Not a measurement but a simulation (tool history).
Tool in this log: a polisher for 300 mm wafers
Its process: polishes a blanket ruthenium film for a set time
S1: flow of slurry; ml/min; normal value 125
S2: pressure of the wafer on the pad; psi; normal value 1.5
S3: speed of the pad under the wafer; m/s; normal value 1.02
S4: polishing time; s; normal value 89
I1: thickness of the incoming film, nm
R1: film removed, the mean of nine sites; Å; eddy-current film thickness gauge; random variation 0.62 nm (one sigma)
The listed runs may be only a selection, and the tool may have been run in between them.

{"run": 1, "hour": 0.0, "S1": 125, "S2": 1.5, "S3": 1.02, "S4": 89, "I1": 343.5, "R1": 836}
{"run": 2, "hour": 20.9, "S1": 140, "S2": 1.5, "S3": 1.02, "S4": 65, "I1": 343.9, "R1": 626}
{"run": 3, "hour": 43.7, "S1": 125, "S2": 1.7, "S3": 1.02, "S4": 89, "I1": 342.7, "R1": 924}
{"run": 4, "hour": 72.4, "S1": 125, "S2": 1.7, "S3": 1.02, "S4": 89, "I1": 341.6, "R1": 923}
{"run": 5, "hour": 86.4, "S1": 125, "S2": 1.7, "S3": 1.02, "S4": 89, "I1": 343.4, "R1": 933}
{"run": 6, "hour": 100.4, "S1": 135, "S2": 1.5, "S3": 1.02, "S4": 89, "I1": 342.6, "R1": 850}
{"run": 7, "hour": 134.1, "S1": 135, "S2": 1.5, "S3": 1.02, "S4": 89, "I1": 341.7, "R1": 856}
{"run": 8, "hour": 158.9, "S1": 135, "S2": 1.5, "S3": 1.02, "S4": 89, "I1": 337.5, "R1": 843}
{"run": 9, "hour": 175.0, "S1": 125, "S2": 1.5, "S3": 1.02, "S4": 89, "I1": 338.9, "R1": 840}
{"run": 10, "hour": 195.0, "S1": 125, "S2": 1.5, "S3": 1.02, "S4": 89, "I1": 335.5, "R1": 835}
{"run": 11, "hour": 212.2, "S1": 125, "S2": 1.2, "S3": 0.82, "S4": 89, "I1": 345.4, "R1": 567}
{"hour": 233.6, "done": "worn pad replaced by a new one"}
{"run": 12, "hour": 249.8, "S1": 125, "S2": 1.5, "S3": 1.02, "S4": 89, "I1": 342.3, "R1": 832}
{"run": 13, "hour": 262.0, "S1": 125, "S2": 1.5, "S3": 1.02, "S4": 89, "I1": 341.4, "R1": 837}
{"run": 14, "hour": 296.6, "S1": 125, "S2": 1.5, "S3": 1.02, "S4": 89, "I1": 337.2, "R1": 838}
{"hour": 297.9, "done": "slurry nozzle cleaned"}
{"run": 15, "hour": 312.3, "S1": 150, "S2": 1.9, "S3": 1.24, "S4": 97, "I1": 338.2, "R1": 1377}
{"hour": 330.1, "done": "head pressure recalibrated"}
{"run": 16, "hour": 346.8, "S1": 125, "S2": 1.3, "S3": 1.02, "S4": 89, "I1": 340.9, "R1": 749}
{"run": 17, "hour": 413.6, "S1": 125, "S2": 1.5, "S3": 1.02, "S4": 89, "I1": 333.8, "R1": 839}
{"run": 18, "hour": 428.5, "S1": 125, "S2": 1.1, "S3": 1.26, "S4": 89, "I1": 334.7, "R1": 817}
{"hour": 457.6, "done": "worn pad replaced by a new one"}
{"run": 19, "hour": 458.1, "S1": 125, "S2": 1.5, "S3": 1.02, "S4": 89, "I1": 337.1, "R1": 837}
{"run": 20, "hour": 486.9, "S1": 155, "S2": 1.3, "S3": 1.12, "S4": 101, "I1": 346.0, "R1": 953}
{"run": 21, "hour": 513.1, "S1": 125, "S2": 1.5, "S3": 1.02, "S4": 89, "I1": 341.3, "R1": 827}
{"run": 22, "hour": 548.4, "S1": 95, "S2": 1.5, "S3": 1.16, "S4": 89, "I1": 338.7, "R1": 907}
{"run": 23, "hour": 582.6, "S1": 125, "S2": 1.5, "S3": 1.28, "S4": 89, "I1": 335.1, "R1": 1047}
{"run": 24, "hour": 610.2, "S1": 125, "S2": 1.5, "S3": 1.02, "S4": 89, "I1": 339.6, "R1": 846}
{"run": 25, "hour": 644.5, "S1": 125, "S2": 1.3, "S3": 1.32, "S4": 89, "I1": 338.3, "R1": 964}
{"run": 26, "hour": 672.9, "S1": 125, "S2": 1.5, "S3": 1.02, "S4": 89, "I1": 338.4, "R1": 833}
{"run": 27, "hour": 687.7, "S1": 125, "S2": 1.5, "S3": 1.02, "S4": 89, "I1": 343.8, "R1": 841}
{"run": 28, "hour": 707.4, "S1": 110, "S2": 1.5, "S3": 0.92, "S4": 89, "I1": 339.6, "R1": 737}
{"run": 29, "hour": 720.2, "S1": 80, "S2": 1.5, "S3": 1.02, "S4": 62, "I1": 334.5, "R1": 546}
{"hour": 725.4, "done": "worn pad replaced by a new one"}
{"run": 30, "hour": 741.9, "S1": 80, "S2": 1.5, "S3": 1.02, "S4": 98, "I1": 337.4, "R1": 864}
{"run": 31, "hour": 768.0, "S1": 125, "S2": 1.5, "S3": 1.02, "S4": 89, "I1": 337.5, "R1": 824}
{"run": 32, "hour": 796.5, "S1": 125, "S2": 1.3, "S3": 1.16, "S4": 59, "I1": 340.2, "R1": 559}
{"run": 33, "hour": 813.7, "S1": 125, "S2": 1.5, "S3": 0.68, "S4": 89, "I1": 336.8, "R1": 559}
{"run": 34, "hour": 844.1, "S1": 125, "S2": 1.5, "S3": 1.02, "S4": 89, "I1": 337.9, "R1": 833}
{"run": 35, "hour": 903.5, "S1": 125, "S2": 1.5, "S3": 1.02, "S4": 89, "I1": 340.1, "R1": 835}
{"run": 36, "hour": 919.8, "S1": 125, "S2": 1.9, "S3": 1.02, "S4": 116, "I1": 335.1, "R1": 1310}
{"hour": 931.5, "done": "head pressure recalibrated"}
{"run": 37, "hour": 936.1, "S1": 125, "S2": 1.1, "S3": 1.22, "S4": 89, "I1": 347.5, "R1": 801}
{"run": 38, "hour": 952.9, "S1": 155, "S2": 1.2, "S3": 1.02, "S4": 89, "I1": 340.0, "R1": 724}

Hidden state, per run?
removal rate lost through wear of the pad, %: 0 in every run
slurry flow missing at the pad, %: 0 in every run
deviation of the head's pressure from its setpoint, %: 0 in every run
